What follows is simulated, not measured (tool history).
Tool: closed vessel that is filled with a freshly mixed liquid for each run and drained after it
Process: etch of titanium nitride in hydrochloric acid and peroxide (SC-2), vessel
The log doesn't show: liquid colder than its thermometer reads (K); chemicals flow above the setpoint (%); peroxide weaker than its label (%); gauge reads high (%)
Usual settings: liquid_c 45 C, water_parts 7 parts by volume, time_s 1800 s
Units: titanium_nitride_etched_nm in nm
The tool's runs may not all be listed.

run	day	liquid_c	water_parts	time_s	wafers since the last listed run	hours since the thermometer was replaced	hours since the chemicals flow meter was replaced	hours since the drum of peroxide was connected	hours since the gauge calibration	read-back film thickness of the titanium nitride reference wafer, read on the same gauge (nm)	titanium_nitride_etched_nm
1	0	45	8.5	1800	0	1081.6	1291.5	371.4	289.4	30.61	23.57
2	1.879	45	8.5	1800	2296	1126.7	1336.6	416.5	334.5	30.66	23.4
3	3.454	45	8.5	1800	1924	1164.5	1374.4	454.3	372.3	30.69	23.65
4	5.404	45	7	2280	2382	1211.3	1421.2	501.1	419.1	30.71	34.66
5	8.262	45	7	2280	3492	1279.9	1489.8	569.7	487.7	30.75	34.99
6	9.467	45	7	1800	1471	1308.8	1518.7	598.6	516.6	30.73	27.71
7	10.908	45	7	1800	1761	1343.4	1553.3	633.2	551.2	30.75	27.56
# day 11.796: new drum of peroxide connected
# day 11.908: gauge calibrated
8	13.258	45	4	1800	2820	1399.8	1609.7	35.1	32.4	29.97	40.83
9	15.508	39.5	9	1180	2749	1453.8	1663.7	89.1	86.4	30.13	9.91

Forecast run 10:
10	17.096	45	7	1135	1939	1491.9	1701.8	127.2	124.5	?	?

read-back film thickness of the titanium nitride reference wafer, read on the same gauge (nm): 30.23
titanium_nitride_etched_nm: 17.25 nm
Without the tool's hidden state the same run would have given titanium_nitride_etched_nm 17.12 nm.
